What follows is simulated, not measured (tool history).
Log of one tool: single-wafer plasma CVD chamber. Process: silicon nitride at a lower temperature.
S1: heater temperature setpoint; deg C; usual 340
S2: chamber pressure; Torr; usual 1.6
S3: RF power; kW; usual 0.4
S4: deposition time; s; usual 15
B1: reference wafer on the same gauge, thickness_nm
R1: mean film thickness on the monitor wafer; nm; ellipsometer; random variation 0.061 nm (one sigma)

run   hour   S1    S2     S3    S4      B1      R1
  1      0  340   1.6    0.4  16.8  22.079  22.124
  2   34.3  340   1.6    0.4  16.8  22.046  22.112
  3  100.5  340   1.6    0.4    15  22.005  19.686
  4  137.7  340   1.6    0.4    15  21.997  19.646
  5  174.6  340   1.6    0.4  16.4  21.979  21.521
  6    219  330  1.33    0.4    15   21.94  18.857
  7    244  330  1.33    0.4    15  21.914  18.926
  8    278  330  1.33    0.4    15  21.906  18.917
  9  337.8  332  1.89    0.4    15   21.88  20.335
     361.9  -- RF generator calibrated
     384.1  -- gauge calibrated
     387.2  -- thermocouple changed; heater temperature recalibrated
 10  387.7  332  1.89    0.4    15  22.644  20.973
     405.5  -- capacitance manometer re-zeroed and calibrated
 11  455.3  332  1.89    0.4    15   22.61  21.006
 12  528.1  340   1.6    0.4    15  22.546  20.141
 13  553.1  330   1.6  0.365  17.1  22.526  21.737
 14  593.6  340   1.6   0.46  15.9  22.495   23.14
 15  644.5  340   1.6    0.4    15  22.489  20.205
 16  691.9  349   1.6   0.36    15  22.445  18.716

The next listed run, before its measurement:
 17  732.9  340  1.37  0.465  16.2   ?   ?

Run 17 gave B1 22.405, R1 22.709 nm.
Without the tool's hidden state the same run would have given R1 22.889 nm.
